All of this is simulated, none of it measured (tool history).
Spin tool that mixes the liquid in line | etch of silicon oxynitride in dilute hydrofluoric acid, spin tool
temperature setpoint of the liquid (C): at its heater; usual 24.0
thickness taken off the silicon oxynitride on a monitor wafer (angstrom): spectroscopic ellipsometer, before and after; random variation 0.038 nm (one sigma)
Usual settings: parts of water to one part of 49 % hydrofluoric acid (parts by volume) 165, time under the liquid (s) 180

run	hour	temperature setpoint of the liquid (C)	parts of water to one part of 49 % hydrofluoric acid (parts by volume)	time under the liquid (s)	wafers since the last listed run	hours since the thermometer was replaced	hours since the hydrofluoric acid flow meter was replaced	hours since the gauge calibration	read-back film thickness of the silicon oxynitride reference wafer, read on the same gauge (nm)	thickness taken off the silicon oxynitride on a monitor wafer (angstrom)
1	0.0	24.0	165	180	0	355.2	109.7	1255.7	129.977	15.22
2	94.4	24.0	165	180	707	449.6	204.1	1350.1	129.961	15.75
3	185.3	24.0	165	180	681	540.5	295.0	1441.0	129.984	15.15
4	237.2	24.0	165	180	389	592.4	346.9	1492.9	130.019	16.00
5	313.8	24.0	165	180	574	669.0	423.5	1569.5	130.031	15.99
6	416.2	24.0	165	180	767	771.4	525.9	1671.9	129.970	16.64
# hour 546.8: gauge calibrated
7	706.9	24.0	165	180	2179	1062.1	816.6	160.1	129.977	16.90
8	777.8	24.0	165	180	531	1133.0	887.5	231.0	129.963	17.18
9	881.6	24.0	120	260	778	1236.8	991.3	334.8	129.976	35.22
# hour 911.7: hydrofluoric acid flow meter replaced
10	978.4	24.0	165	180	718	1333.6	66.7	431.6	129.983	15.42
11	1077.8	24.0	165	180	745	1433.0	166.1	531.0	129.953	15.80
12	1124.3	24.0	165	180	348	1479.5	212.6	577.5	130.051	15.81
13	1180.5	24.0	165	180	421	1535.7	268.8	633.7	130.012	15.31
14	1229.2	25.5	190	100	365	1584.4	317.5	682.4	130.022	7.99
15	1514.9	24.0	165	180	2142	1870.1	603.2	968.1	130.026	15.86
16	1611.0	24.0	115	235	720	1966.2	699.3	1064.2	129.995	32.84
17	1678.0	24.0	165	150	502	2033.2	766.3	1131.2	129.931	13.72
18	1764.5	24.0	165	180	648	2119.7	852.8	1217.7	130.026	16.67
# hour 1777.9: hydrofluoric acid flow meter replaced
19	1827.5	27.5	190	115	464	2182.7	49.6	1280.7	130.069	9.89
20	1927.4	26.0	240	95	749	2282.6	149.5	1380.6	130.015	6.02
# hour 1953.6: thermometer replaced
21	2000.1	24.0	245	180	537	46.5	222.2	1453.3	130.000	10.08
# hour 2004.0: gauge calibrated
22	2088.3	24.0	165	180	661	134.7	310.4	84.3	130.001	16.15
23	2162.9	21.0	90	255	559	209.3	385.0	158.9	129.952	38.40
24	2328.1	22.5	100	120	1238	374.5	550.2	324.1	130.015	17.78
25	2369.6	21.0	90	255	311	416.0	591.7	365.6	129.957	40.20
26	2452.5	24.0	165	180	621	498.9	674.6	448.5	130.035	16.70
27	2517.9	25.5	110	150	490	564.3	740.0	513.9	130.023	24.11
28	2557.7	24.0	165	180	298	604.1	779.8	553.7	130.024	16.61
29	2629.6	24.0	165	180	539	676.0	851.7	625.6	130.038	17.16
30	2699.7	21.5	230	270	525	746.1	921.8	695.7	129.984	15.63
31	2737.4	24.0	165	135	282	783.8	959.5	733.4	130.023	13.20
# hour 2779.4: hydrofluoric acid flow meter replaced
32	2820.1	26.5	220	180	612	866.5	40.7	816.1	130.001	12.74

Forecast each of these 5 alternatives for the next run:
A	2820.6	24.0	165	180	3	867.0	41.2	816.6	?	?
B	2820.6	19.5	165	275	3	867.0	41.2	816.6	?	?
C	2820.6	24.0	105	250	3	867.0	41.2	816.6	?	?
D	2820.6	26.5	165	180	3	867.0	41.2	816.6	?	?
E	2820.6	22.5	105	180	3	867.0	41.2	816.6	?	?

run	read-back film thickness of the silicon oxynitride reference wafer, read on the same gauge (nm)	thickness taken off the silicon oxynitride on a monitor wafer (angstrom)
A	129.983	15.79
B	129.983	19.56
C	129.983	36.12
D	129.983	17.67
E	129.983	24.22
Without the tool's hidden state the same runs would have given:
run	thickness taken off the silicon oxynitride on a monitor wafer (angstrom)
A	15.31
B	18.97
C	35.05
D	17.12
E	23.51
